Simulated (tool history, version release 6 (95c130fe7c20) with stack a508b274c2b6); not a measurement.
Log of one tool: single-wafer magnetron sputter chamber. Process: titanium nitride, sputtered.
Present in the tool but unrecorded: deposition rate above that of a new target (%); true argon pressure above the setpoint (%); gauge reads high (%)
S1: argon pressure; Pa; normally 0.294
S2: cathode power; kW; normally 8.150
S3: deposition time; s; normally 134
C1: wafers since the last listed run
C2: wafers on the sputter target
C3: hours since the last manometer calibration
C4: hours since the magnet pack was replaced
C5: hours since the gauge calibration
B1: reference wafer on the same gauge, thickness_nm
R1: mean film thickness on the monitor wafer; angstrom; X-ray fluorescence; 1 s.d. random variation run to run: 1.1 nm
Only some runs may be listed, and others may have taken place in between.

run     day     S1      S2   S3   C1    C2      C3      C4     C5       B1       R1
  1   0.000  0.294   8.150  146    0  1963  2874.0  8153.2  135.4  235.916  2293.65
  2   1.279  0.294   8.150  146  192  2156  2904.7  8183.9  166.1  235.929  2275.63
  3   2.296  0.294   8.150  146  153  2309  2929.1  8208.3  190.5  235.800  2275.39
  4   3.150  0.294   8.150  134  128  2437  2949.6  8228.8  211.0  236.072  2075.40
  5   4.396  0.294   8.150  134  187  2625  2979.5  8258.7  240.9  235.777  2053.83
  6   5.050  0.294   8.150  134   98  2723  2995.2  8274.4  256.6  235.980  2062.46
  7   6.192  0.294   8.150  134  171  2895  3022.6  8301.8  284.0  236.004  2064.72
  8   6.979  0.294   8.150  134  118  3014  3041.5  8320.7  302.9  236.166  2040.82
      7.721  -- capacitance manometer re-zeroed and calibrated
  9   8.271  0.255   7.600  142  144  3158    13.2  8351.7  333.9  236.057  2081.56
 10   8.946  0.199   8.150  134  101  3260    29.4  8367.9  350.1  236.027  2133.49
     11.025  -- gauge calibrated
 11  11.175  0.248   9.150  127  335  3596    82.9  8421.4    3.6  235.964  2179.02
     11.946  -- magnet pack replaced
 12  12.083  0.294   8.150  146   86  3682   104.7     3.3   25.4  236.124  2213.47
     13.146  -- sputter target and shields replaced
 13  13.558  0.294   8.150  134  171    62   140.1    38.7   60.8  236.094  2167.73
 14  17.329  0.190   8.150  134  567   630   230.6   129.2  151.3  236.093  2216.73
 15  18.829  0.250  10.050  109  225   855   266.6   165.2  187.3  236.089  2169.72

What if the next run were any one of these 3? Each begins from the tool's condition after run 15:
  A  18.846  0.294  8.150  134   2  858  267.0  165.6  187.7   ?   ?
  B  18.846  0.369  8.150  160   2  858  267.0  165.6  187.7   ?   ?
  C  18.846  0.294  6.750  147   2  858  267.0  165.6  187.7   ?   ?

run       B1       R1
  A  236.249  2169.47
  B  236.249  2520.01
  C  236.249  2012.19
Take away the tool's hidden state, keep each run's random variation, and the runs would have read:
run       R1
  A  2199.44
  B  2554.82
  C  2039.99
